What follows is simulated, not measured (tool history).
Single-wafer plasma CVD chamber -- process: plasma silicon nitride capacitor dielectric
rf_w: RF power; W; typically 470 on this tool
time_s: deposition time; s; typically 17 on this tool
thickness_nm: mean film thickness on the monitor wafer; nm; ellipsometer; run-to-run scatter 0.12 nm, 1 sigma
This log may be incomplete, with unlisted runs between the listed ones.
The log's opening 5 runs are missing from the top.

run	hour	rf_w	time_s	wafers since the last listed run	hours since the last RF generator calibration	hours since the showerhead was replaced	hours since the gauge calibration	read-back reference wafer on the same gauge, thickness_nm	thickness_nm
6	243.4	470	17	915	2062.3	5965.9	1822.3	27.797	22.636
7	272	470	18.8	685	2090.9	5994.5	1850.9	27.839	25.12
8	334.9	470	17	1507	2153.8	6057.4	1913.8	27.784	22.398
9	369.5	470	17	829	2188.4	6092	1948.4	27.785	22.651
10	423.3	470	17	1289	2242.2	6145.8	2002.2	27.803	22.531
11	450.2	470	17	644	2269.1	6172.7	2029.1	27.778	22.488
12	481.7	470	17	755	2300.6	6204.2	2060.6	27.796	22.671
13	549.6	470	17	1627	2368.5	6272.1	2128.5	27.781	22.63
14	590.3	470	17	975	2409.2	6312.8	2169.2	27.811	22.465
15	633.2	470	17	1028	2452.1	6355.7	2212.1	27.862	22.437
16	664.5	470	17	750	2483.4	6387	2243.4	27.84	22.408
17	691.5	470	17	647	2510.4	6414	2270.4	27.774	22.558
18	752.6	470	17	1464	2571.5	6475.1	2331.5	27.794	22.491
19	794.5	470	17	1004	2613.4	6517	2373.4	27.822	22.694
20	859.9	470	17	1567	2678.8	6582.4	2438.8	27.856	22.527
# hour 895.3: gauge calibrated
21	927.2	470	17	1613	2746.1	6649.7	31.9	27.802	22.251
22	989.4	525	14.5	1491	2808.3	6711.9	94.1	27.816	20.079
# hour 1020.7: RF generator calibrated
23	1054.3	405	15.3	1363	33.6	6776.8	159	27.768	19.706

Run 24, settings as shown, results not yet in. Your forecast:
24	1124.1	500	18.2	1673	103.4	6846.6	228.8	?	?

Run 24 gave read-back reference wafer on the same gauge, thickness_nm 27.79, thickness_nm 25.648 nm.
With no hidden state in the tool, this same run would have given thickness_nm 25.816 nm.

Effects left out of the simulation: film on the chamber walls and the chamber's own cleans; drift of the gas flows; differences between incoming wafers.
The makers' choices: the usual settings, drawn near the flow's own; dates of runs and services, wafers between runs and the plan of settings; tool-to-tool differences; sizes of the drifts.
